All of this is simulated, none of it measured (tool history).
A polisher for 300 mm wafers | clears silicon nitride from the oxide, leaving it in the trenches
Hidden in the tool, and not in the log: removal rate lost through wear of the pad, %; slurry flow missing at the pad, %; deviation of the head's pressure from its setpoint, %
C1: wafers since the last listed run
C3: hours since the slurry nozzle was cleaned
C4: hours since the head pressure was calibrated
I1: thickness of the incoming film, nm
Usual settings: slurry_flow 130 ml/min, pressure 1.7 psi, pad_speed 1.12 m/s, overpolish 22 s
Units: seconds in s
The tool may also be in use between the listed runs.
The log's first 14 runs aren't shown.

run 15 hour=399.5 | slurry_flow=130 pressure=1.7 pad_speed=1.12 overpolish=27 | C1=161 wafers_polished_on_this_pad=1374 C3=371.1 C4=238.7 | I1=45.7 | seconds=114.5
run 16 hour=425.6 | slurry_flow=130 pressure=1.7 pad_speed=1.12 overpolish=22 | C1=171 wafers_polished_on_this_pad=1545 C3=397.2 C4=264.8 | I1=44.9 | seconds=113
-- hour=438.4 worn pad replaced by a new one
run 17 hour=442.8 | slurry_flow=110 pressure=2.2 pad_speed=1.42 overpolish=28 | C1=86 wafers_polished_on_this_pad=29 C3=414.4 C4=282 | I1=45.1 | seconds=59.2
run 18 hour=457.1 | slurry_flow=130 pressure=1.7 pad_speed=1.12 overpolish=22 | C1=93 wafers_polished_on_this_pad=122 C3=428.7 C4=296.3 | I1=44.5 | seconds=98.1
run 19 hour=473.5 | slurry_flow=130 pressure=1.7 pad_speed=0.76 overpolish=32 | C1=107 wafers_polished_on_this_pad=230 C3=445.1 C4=312.7 | I1=45.3 | seconds=145.8
run 20 hour=562.3 | slurry_flow=130 pressure=1.7 pad_speed=1.12 overpolish=22 | C1=582 wafers_polished_on_this_pad=812 C3=533.9 C4=401.5 | I1=45.4 | seconds=108
run 21 hour=586.2 | slurry_flow=110 pressure=1.7 pad_speed=1.12 overpolish=22 | C1=156 wafers_polished_on_this_pad=969 C3=557.8 C4=425.4 | I1=44.3 | seconds=112.7
-- hour=591.5 head pressure recalibrated
run 22 hour=615.6 | slurry_flow=130 pressure=1.3 pad_speed=0.88 overpolish=22 | C1=179 wafers_polished_on_this_pad=1148 C3=587.2 C4=24.1 | I1=45.5 | seconds=186.7
run 23 hour=635.7 | slurry_flow=110 pressure=1.2 pad_speed=1.46 overpolish=30 | C1=131 wafers_polished_on_this_pad=1280 C3=607.3 C4=44.2 | I1=44.4 | seconds=123.8
-- hour=658.9 worn pad replaced by a new one
run 24 hour=663 | slurry_flow=160 pressure=2.1 pad_speed=1.12 overpolish=22 | C1=152 wafers_polished_on_this_pad=27 C3=634.6 C4=71.5 | I1=44.5 | seconds=77.7
-- hour=683.2 slurry nozzle cleaned
run 25 hour=716 | slurry_flow=100 pressure=2.2 pad_speed=0.96 overpolish=22 | C1=340 wafers_polished_on_this_pad=367 C3=32.8 C4=124.5 | I1=45.8 | seconds=92.2
run 26 hour=744.2 | slurry_flow=85 pressure=1.7 pad_speed=1.34 overpolish=12 | C1=184 wafers_polished_on_this_pad=552 C3=61 C4=152.7 | I1=45.3 | seconds=89.8
run 27 hour=756.6 | slurry_flow=130 pressure=1.7 pad_speed=1.12 overpolish=22 | C1=81 wafers_polished_on_this_pad=634 C3=73.4 C4=165.1 | I1=45.1 | seconds=101
run 28 hour=788.6 | slurry_flow=160 pressure=1.5 pad_speed=0.84 overpolish=22 | C1=209 wafers_polished_on_this_pad=843 C3=105.4 C4=197.1 | I1=45.1 | seconds=147.4
run 29 hour=818 | slurry_flow=170 pressure=1.7 pad_speed=1.3 overpolish=22 | C1=192 wafers_polished_on_this_pad=1036 C3=134.8 C4=226.5 | I1=44.9 | seconds=85.9
run 30 hour=845 | slurry_flow=90 pressure=1.9 pad_speed=1.12 overpolish=10 | C1=176 wafers_polished_on_this_pad=1213 C3=161.8 C4=253.5 | I1=44.5 | seconds=98.9
run 31 hour=868.7 | slurry_flow=120 pressure=1.4 pad_speed=1.12 overpolish=22 | C1=155 wafers_polished_on_this_pad=1368 C3=185.5 C4=277.2 | I1=45.3 | seconds=132.2
-- hour=903.6 worn pad replaced by a new one
run 32 hour=918.1 | slurry_flow=130 pressure=1.7 pad_speed=0.82 overpolish=16 | C1=297 wafers_polished_on_this_pad=94 C3=234.9 C4=326.6 | I1=45 | seconds=131.2
run 33 hour=934.1 | slurry_flow=90 pressure=1.9 pad_speed=1.5 overpolish=11 | C1=104 wafers_polished_on_this_pad=199 C3=250.9 C4=342.6 | I1=45.4 | seconds=72.9
run 34 hour=957.4 | slurry_flow=155 pressure=2.2 pad_speed=0.84 overpolish=10 | C1=152 wafers_polished_on_this_pad=352 C3=274.2 C4=365.9 | I1=44.5 | seconds=100.8
run 35 hour=992.5 | slurry_flow=130 pressure=1.7 pad_speed=1.12 overpolish=33 | C1=230 wafers_polished_on_this_pad=582 C3=309.3 C4=401 | I1=44.9 | seconds=99.2
run 36 hour=1007.2 | slurry_flow=100 pressure=2 pad_speed=1.42 overpolish=15 | C1=96 wafers_polished_on_this_pad=678 C3=324 C4=415.7 | I1=44.2 | seconds=72
run 37 hour=1023.3 | slurry_flow=170 pressure=1.9 pad_speed=1.12 overpolish=22 | C1=105 wafers_polished_on_this_pad=784 C3=340.1 C4=431.8 | I1=44.8 | seconds=86.5

4 ways to go on from here, each from the tool as it stands after run 37. What would each give?
run A hour=1023.8 | slurry_flow=155 pressure=1.7 pad_speed=1.12 overpolish=22 | C1=3 wafers_polished_on_this_pad=787 C3=340.6 C4=432.3 | I1=44.1 | seconds=?
run B hour=1023.8 | slurry_flow=155 pressure=2.2 pad_speed=0.9 overpolish=10 | C1=3 wafers_polished_on_this_pad=787 C3=340.6 C4=432.3 | I1=44.1 | seconds=?
run C hour=1023.8 | slurry_flow=90 pressure=1.7 pad_speed=1.12 overpolish=22 | C1=3 wafers_polished_on_this_pad=787 C3=340.6 C4=432.3 | I1=44.1 | seconds=?
run D hour=1023.8 | slurry_flow=115 pressure=1.3 pad_speed=0.9 overpolish=15 | C1=3 wafers_polished_on_this_pad=787 C3=340.6 C4=432.3 | I1=44.1 | seconds=?

run=A seconds=99.8
run=B seconds=96
run=C seconds=111.2
run=D seconds=171.7
Without the tool's hidden state the same runs would have given:
run=A seconds=90.4
run=B seconds=87
run=C seconds=99.7
run=D seconds=154.6
